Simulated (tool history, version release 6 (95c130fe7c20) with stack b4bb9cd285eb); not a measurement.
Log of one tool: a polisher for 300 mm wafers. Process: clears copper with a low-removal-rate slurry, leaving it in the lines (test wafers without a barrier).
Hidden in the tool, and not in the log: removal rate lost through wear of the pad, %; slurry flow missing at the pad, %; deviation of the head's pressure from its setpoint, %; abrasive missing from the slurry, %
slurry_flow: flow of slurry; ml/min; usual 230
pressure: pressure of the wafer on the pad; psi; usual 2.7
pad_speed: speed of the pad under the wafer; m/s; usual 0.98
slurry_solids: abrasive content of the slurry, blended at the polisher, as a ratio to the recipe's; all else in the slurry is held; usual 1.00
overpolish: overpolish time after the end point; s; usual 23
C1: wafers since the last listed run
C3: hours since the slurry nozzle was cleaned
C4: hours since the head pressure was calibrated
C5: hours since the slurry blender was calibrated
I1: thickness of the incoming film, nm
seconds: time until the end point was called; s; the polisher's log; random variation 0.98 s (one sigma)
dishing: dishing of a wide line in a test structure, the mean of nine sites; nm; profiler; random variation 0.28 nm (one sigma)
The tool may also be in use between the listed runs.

Run 1, hour 0.0: usual settings but overpolish 20 s; C1 0; wafers polished on this pad 1892; C3 67.1; C4 615.6; C5 396.8; I1 227.9. Result: seconds 84.5 s, dishing 26.6 nm.
Run 2, hour 37.3: usual settings but overpolish 20 s; C1 397; wafers polished on this pad 2289; C3 104.4; C4 652.9; C5 434.1; I1 226.6. Result: seconds 81.5 s, dishing 26.4 nm.
Run 3, hour 61.7: usual settings; C1 260; wafers polished on this pad 2550; C3 128.8; C4 677.3; C5 458.5; I1 222.0. Result: seconds 80.0 s, dishing 28.6 nm.
At hour 73.1: slurry blender recalibrated.
Run 4, hour 101.4: usual settings but pad_speed 0.74 m/s; C1 401; wafers polished on this pad 2952; C3 168.5; C4 717.0; C5 28.3; I1 222.3. Result: seconds 104.9 s, dishing 24.8 nm.
Run 5, hour 151.9: usual settings but pad_speed 0.74 m/s; C1 538; wafers polished on this pad 3490; C3 219.0; C4 767.5; C5 78.8; I1 220.8. Result: seconds 103.8 s, dishing 24.7 nm.
Run 6, hour 185.9: usual settings but pad_speed 1.10 m/s; C1 362; wafers polished on this pad 3853; C3 253.0; C4 801.5; C5 112.8; I1 224.5. Result: seconds 70.6 s, dishing 30.7 nm.
Run 7, hour 225.0: usual settings but pad_speed 1.10 m/s; C1 416; wafers polished on this pad 4269; C3 292.1; C4 840.6; C5 151.9; I1 224.2. Result: seconds 70.1 s, dishing 31.0 nm.
At hour 231.5: worn pad replaced by a new one, of another model than before.
Run 8, hour 264.9: usual settings; C1 382; wafers polished on this pad 355; C3 332.0; C4 880.5; C5 191.8; I1 224.6. Result: seconds 80.5 s, dishing 28.8 nm.
Run 9, hour 305.5: usual settings but pressure 2.1 psi, slurry_solids 0.70; C1 432; wafers polished on this pad 788; C3 372.6; C4 921.1; C5 232.4; I1 223.1. Result: seconds 95.3 s, dishing 25.6 nm.
At hour 344.0: head pressure recalibrated.
Run 10, hour 377.2: usual settings; C1 743; wafers polished on this pad 1532; C3 444.3; C4 33.2; C5 304.1; I1 225.2. Result: seconds 84.3 s, dishing 28.5 nm.
Run 11, hour 430.2: usual settings but pad_speed 0.72 m/s; C1 565; wafers polished on this pad 2097; C3 497.3; C4 86.2; C5 357.1; I1 222.4. Result: seconds 100.0 s, dishing 25.4 nm.
Run 12, hour 479.2: usual settings but pressure 2.1 psi, overpolish 18 s; C1 522; wafers polished on this pad 2619; C3 546.3; C4 135.2; C5 406.1; I1 224.0. Result: seconds 97.5 s, dishing 22.4 nm.
Run 13, hour 525.6: usual settings but slurry_solids 1.20; C1 494; wafers polished on this pad 3114; C3 592.7; C4 181.6; C5 452.5; I1 225.4. Result: seconds 81.2 s, dishing 29.0 nm.
At hour 546.1: slurry blender recalibrated.
Run 14, hour 570.1: usual settings but pad_speed 0.72 m/s; C1 453; wafers polished on this pad 3567; C3 637.2; C4 226.1; C5 24.0; I1 220.6. Result: seconds 96.8 s, dishing 25.8 nm.
At hour 616.8: worn pad replaced by a new one.
Run 15, hour 629.1: usual settings but pressure 1.9 psi; C1 586; wafers polished on this pad 131; C3 696.2; C4 285.1; C5 83.0; I1 227.2. Result: seconds 103.0 s, dishing 25.0 nm.
Run 16, hour 688.0: usual settings but slurry_flow 205 ml/min, slurry_solids 1.10; C1 628; wafers polished on this pad 759; C3 755.1; C4 344.0; C5 141.9; I1 221.4. Result: seconds 81.7 s, dishing 28.5 nm.
Run 17, hour 732.4: usual settings; C1 473; wafers polished on this pad 1232; C3 799.5; C4 388.4; C5 186.3; I1 225.9. Result: seconds 85.9 s, dishing 27.9 nm.
At hour 748.5: slurry nozzle cleaned.
Run 18, hour 790.8: usual settings but slurry_solids 0.70; C1 612; wafers polished on this pad 1844; C3 42.3; C4 446.8; C5 244.7; I1 220.3. Result: seconds 86.3 s, dishing 28.0 nm.
Run 19, hour 816.8: usual settings; C1 277; wafers polished on this pad 2121; C3 68.3; C4 472.8; C5 270.7; I1 223.2. Result: seconds 82.1 s, dishing 28.2 nm.
Run 20, hour 842.9: usual settings; C1 278; wafers polished on this pad 2400; C3 94.4; C4 498.9; C5 296.8; I1 224.0. Result: seconds 82.2 s, dishing 28.0 nm.
Run 21, hour 878.0: usual settings but slurry_flow 180 ml/min, pad_speed 0.76 m/s; C1 374; wafers polished on this pad 2774; C3 129.5; C4 534.0; C5 331.9; I1 229.0. Result: seconds 100.6 s, dishing 25.9 nm.
Run 22, hour 915.7: usual settings but pressure 3.3 psi, pad_speed 0.72 m/s, slurry_solids 0.80, overpolish 27 s; C1 401; wafers polished on this pad 3176; C3 167.2; C4 571.7; C5 369.6; I1 225.3. Result: seconds 89.2 s, dishing 30.2 nm.
Run 23, hour 973.2: usual settings but slurry_flow 275 ml/min, overpolish 15 s; C1 613; wafers polished on this pad 3789; C3 224.7; C4 629.2; C5 427.1; I1 228.0. Result: seconds 80.3 s, dishing 22.6 nm.
At hour 999.9: slurry blender recalibrated.
Run 24, hour 1045.1: usual settings but pressure 2.2 psi, pad_speed 1.12 m/s, slurry_solids 1.20, overpolish 9 s; C1 745; wafers polished on this pad 4534; C3 296.6; C4 701.1; C5 45.2; I1 223.2. Result: seconds 81.7 s, dishing 15.4 nm.
At hour 1051.5: worn pad replaced by a new one.
Run 25, hour 1164.4: usual settings but slurry_flow 280 ml/min, pad_speed 0.82 m/s, slurry_solids 1.15, overpolish 12 s; C1 1229; wafers polished on this pad 1203; C3 415.9; C4 820.4; C5 164.5; I1 224.0. Result: seconds 84.0 s, dishing 18.6 nm.
Run 26, hour 1204.7: usual settings but slurry_flow 275 ml/min, pressure 3.3 psi, overpolish 30 s; C1 429; wafers polished on this pad 1633; C3 456.2; C4 860.7; C5 204.8; I1 225.0. Result: seconds 68.2 s, dishing 33.7 nm.
At hour 1235.6: head pressure recalibrated.
Run 27, hour 1251.3: usual settings but slurry_flow 290 ml/min, pressure 2.5 psi, pad_speed 0.68 m/s; C1 475; wafers polished on this pad 2109; C3 502.8; C4 15.7; C5 251.4; I1 220.9. Result: seconds 101.3 s, dishing 25.3 nm.
Run 28, hour 1297.4: usual settings but pressure 2.0 psi, slurry_solids 1.20; C1 491; wafers polished on this pad 2600; C3 548.9; C4 61.8; C5 297.5; I1 222.8. Result: seconds 96.5 s, dishing 25.3 nm.
Run 29, hour 1325.2: usual settings; C1 296; wafers polished on this pad 2897; C3 576.7; C4 89.6; C5 325.3; I1 227.6. Result: seconds 83.2 s, dishing 27.4 nm.

3 ways to go on from here, each from the tool as it stands after run 29. What would each give?
Run A, hour 1325.7: usual settings; C1 5; wafers polished on this pad 2902; C3 577.2; C4 90.1; C5 325.8; I1 224.8. Result: seconds ?, dishing ?.
Run B, hour 1325.7: usual settings but pressure 1.8 psi, slurry_solids 0.85; C1 5; wafers polished on this pad 2902; C3 577.2; C4 90.1; C5 325.8; I1 224.8. Result: seconds ?, dishing ?.
Run C, hour 1325.7: usual settings but slurry_flow 305 ml/min; C1 5; wafers polished on this pad 2902; C3 577.2; C4 90.1; C5 325.8; I1 224.8. Result: seconds ?, dishing ?.

run  seconds  dishing
  A     84.7     27.9
  B    109.7     24.0
  C     81.8     28.4
Without the tool's hidden state the same runs would have given:
run  seconds  dishing
  A     84.8     27.9
  B    109.7     24.0
  C     81.8     28.4

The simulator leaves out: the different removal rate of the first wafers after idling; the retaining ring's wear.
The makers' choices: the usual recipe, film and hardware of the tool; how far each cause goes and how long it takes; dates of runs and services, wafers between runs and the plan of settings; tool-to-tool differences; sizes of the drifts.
